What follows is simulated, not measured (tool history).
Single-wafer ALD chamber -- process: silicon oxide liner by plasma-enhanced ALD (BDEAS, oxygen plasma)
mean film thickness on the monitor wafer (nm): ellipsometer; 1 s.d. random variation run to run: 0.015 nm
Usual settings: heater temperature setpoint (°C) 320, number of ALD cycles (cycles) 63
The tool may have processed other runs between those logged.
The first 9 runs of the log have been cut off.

run	hour	heater temperature setpoint (°C)	number of ALD cycles (cycles)	read-back reference wafer on the same gauge, thickness_nm	mean film thickness on the monitor wafer (nm)
10	671.5	320	63	7.201	5.99
11	720.4	320	63	7.213	5.981
12	815.8	320	63	7.211	5.984
13	906.9	320	63	7.21	5.986
14	986.4	320	63	7.203	5.978
15	1023.8	320	66	7.198	6.257
16	1092.1	329	74	7.208	6.92
# hour 1105.8: gauge calibrated
17	1185	320	75	7.212	7.089
18	1229.9	320	51	7.201	4.831
19	1307.7	326	53	7.212	4.983
20	1392.9	311	63	7.207	6.061
21	1455.8	320	63	7.214	5.988
22	1529.9	320	69	7.205	6.538
23	1648.1	320	71	7.21	6.701
24	1732.2	329	73	7.216	6.827
25	1822	311	71	7.202	6.855
# hour 1910: thermocouple changed; heater temperature recalibrated
26	1917.3	313	54	7.214	5.218
27	2110.5	320	63	7.21	6.035
28	2208.2	332	63	7.222	5.891
29	2483.2	312	63	7.212	6.063
30	2583.9	327	63	7.205	5.919
31	2638.8	331	51	7.207	4.768

5 ways to go on from here, each from the tool as it stands after run 31. What would each give?
A	2639.3	320	67	?	?
B	2639.3	331	72	?	?
C	2639.3	320	68	?	?
D	2639.3	310	71	?	?
E	2639.3	333	52	?	?

run	read-back reference wafer on the same gauge, thickness_nm	mean film thickness on the monitor wafer (nm)
A	7.206	6.4
B	7.206	6.753
C	7.206	6.495
D	7.206	6.894
E	7.206	4.861
The same runs, with their run-to-run variation unchanged, on a tool lacking any hidden condition would have given:
run	mean film thickness on the monitor wafer (nm)
A	6.439
B	6.795
C	6.535
D	6.935
E	4.891

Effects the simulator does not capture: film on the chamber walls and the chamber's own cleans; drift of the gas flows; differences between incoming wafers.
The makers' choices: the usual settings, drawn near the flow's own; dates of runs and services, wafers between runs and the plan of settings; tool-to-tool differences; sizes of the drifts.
